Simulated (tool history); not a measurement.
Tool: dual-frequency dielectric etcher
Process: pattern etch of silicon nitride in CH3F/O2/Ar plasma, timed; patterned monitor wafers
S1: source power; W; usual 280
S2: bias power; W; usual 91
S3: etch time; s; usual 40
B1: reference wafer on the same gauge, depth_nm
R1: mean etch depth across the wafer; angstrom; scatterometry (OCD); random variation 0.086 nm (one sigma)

run   hour   S1   S2  S3     B1     R1
  1    0.0  240   91  40  25.31  245.6
  2   12.6  280   91  40  25.31  253.6
  3   26.2  280   91  40  25.30  253.1
  4   42.8  280  107  40  25.31  267.6
  5  143.6  280   91  40  25.32  249.7
  6  170.2  280   91  40  25.30  250.7
     220.4  -- source power generator calibrated
     230.1  -- wet clean of the chamber
  7  241.0  280   91  40  25.29  265.4
  8  276.5  280   73  30  25.28  183.5
     295.6  -- bias power generator calibrated
  9  296.1  280   91  40  25.31  263.6
     326.7  -- upper electrode replaced
 10  327.2  280   91  37  25.31  243.1
     329.4  -- gauge calibrated
 11  342.0  230   78  40  25.30  237.1
 12  361.3  280   81  47  25.28  296.6
 13  389.7  280  107  40  25.28  277.0
 14  409.6  280   91  45  25.29  292.9
 15  442.2  280   91  40  25.29  260.5

3 ways to go on from here, each from the tool as it stands after run 15. What would each give?
  A  442.6  280  73  40   ?   ?
  B  442.6  280  82  32   ?   ?
  C  442.6  320  91  40   ?   ?

run     B1     R1
  A  25.33  240.7
  B  25.33  200.3
  C  25.33  268.5
Without the tool's hidden state the same runs would have given:
run     R1
  A  245.5
  B  204.3
  C  273.9
